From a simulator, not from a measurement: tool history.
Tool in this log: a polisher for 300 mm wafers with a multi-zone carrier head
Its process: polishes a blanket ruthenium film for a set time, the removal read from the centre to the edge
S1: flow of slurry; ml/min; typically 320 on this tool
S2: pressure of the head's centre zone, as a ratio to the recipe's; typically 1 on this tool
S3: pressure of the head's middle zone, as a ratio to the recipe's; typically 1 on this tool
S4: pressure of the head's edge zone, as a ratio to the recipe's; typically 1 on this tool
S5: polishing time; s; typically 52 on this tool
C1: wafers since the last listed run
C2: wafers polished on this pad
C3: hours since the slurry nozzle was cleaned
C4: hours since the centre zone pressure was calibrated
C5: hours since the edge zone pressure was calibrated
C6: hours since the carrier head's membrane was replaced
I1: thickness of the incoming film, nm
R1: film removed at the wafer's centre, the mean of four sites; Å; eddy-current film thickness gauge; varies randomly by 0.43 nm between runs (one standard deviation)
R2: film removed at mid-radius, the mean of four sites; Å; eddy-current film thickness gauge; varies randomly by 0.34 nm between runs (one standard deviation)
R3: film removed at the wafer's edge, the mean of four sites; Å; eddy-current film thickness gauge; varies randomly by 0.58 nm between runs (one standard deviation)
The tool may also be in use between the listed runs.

run,hour,S1,S2,S3,S4,S5,C1,C2,C3,C4,C5,C6,I1,R1,R2,R3
1,0,320,1,1,1,52,0,1228,246.9,594.1,509.4,1552.6,325.4,483,491,475
2,15,320,1,1,1,52,154,1382,261.9,609.1,524.4,1567.6,335.3,479,481,480
# hour 35.8: worn pad replaced by a new one
3,51,320,1,1,1,52,329,156,297.9,645.1,560.4,1603.6,335.2,517,519,516
4,86.4,320,1,1,1,52,364,521,333.3,680.5,595.8,1639,328.9,504,509,506
5,113.1,320,1,0.95,1,52,274,796,360,707.2,622.5,1665.7,325.9,499,480,493
6,143.9,320,1,1,1,52,317,1113,390.8,738,653.3,1696.5,329.9,479,487,486
# hour 157: slurry nozzle cleaned
# hour 157.9: worn pad replaced by a new one
7,158.4,320,1,1,1,52,129,4,1.4,752.5,667.8,1711,330.7,515,524,522
# hour 178.8: edge zone pressure recalibrated
8,186.2,320,1,1,1,52,265,270,29.2,780.3,7.4,1738.8,331.7,508,511,517
# hour 211.2: centre zone pressure recalibrated
9,211.7,320,1,0.95,1,52,241,512,54.7,0.5,32.9,1764.3,324.6,503,490,498
10,227.1,320,1,1,1.05,52,158,671,70.1,15.9,48.3,1779.7,334.6,501,503,510
11,247.5,320,1.07,1,1,52,210,881,90.5,36.3,68.7,1800.1,330.6,533,497,490
# hour 311.3: worn pad replaced by a new one
12,329.7,320,1.04,1,1,62,805,189,172.7,118.5,150.9,1882.3,327.8,653,622,609
13,350.7,320,1,1.11,1,52,216,406,193.7,139.5,171.9,1903.3,335.1,512,561,507
14,376.7,370,1,1,1,52,267,673,219.7,165.5,197.9,1929.3,330.1,512,518,496
# hour 396.2: carrier head's membrane replaced by a new one
15,408.2,320,1,1.07,1,52,272,946,251.2,197,229.4,12,336.1,493,523,486
# hour 458.9: worn pad replaced by a new one
16,492.6,220,1,1.05,1,52,827,346,335.6,281.4,313.8,96.4,334.6,491,514,477
17,518.3,320,1,1.04,1,52,264,611,361.3,307.1,339.5,122.1,331.4,503,525,500
# hour 535.3: slurry nozzle cleaned
18,537.9,320,1,1,1,65,191,802,2.6,326.7,359.1,141.7,329.7,627,629,609
19,564.3,320,1,1,1,52,271,1074,29,353.1,385.5,168.1,330.4,486,490,473
20,590.1,320,1,1.04,1.1,52,265,1340,54.8,378.9,411.3,193.9,326.5,475,497,486
21,602.4,320,1,1.08,1,65,126,1467,67.1,391.2,423.6,206.2,331,595,645,589

5 options for the next run, each taken on its own from the tool as it stands now. Forecast them:
A,602.8,320,1,1,1,52,4,1471,67.5,391.6,424,206.6,332.5,?,?,?
B,602.8,405,0.92,1,0.92,52,4,1471,67.5,391.6,424,206.6,332.5,?,?,?
C,602.8,245,1.1,1.03,1.09,52,4,1471,67.5,391.6,424,206.6,332.5,?,?,?
D,602.8,320,1,0.97,1,52,4,1471,67.5,391.6,424,206.6,332.5,?,?,?
E,602.8,240,1,1,1,52,4,1471,67.5,391.6,424,206.6,332.5,?,?,?

run,R1,R2,R3
A,478,478,461
B,450,488,455
C,507,475,464
D,478,466,461
E,460,462,449
Stripped of hidden state, with their random variation kept, the same runs would have yielded:
run,R1,R2,R3
A,531,531,512
B,500,542,505
C,563,527,516
D,531,518,512
E,511,513,499
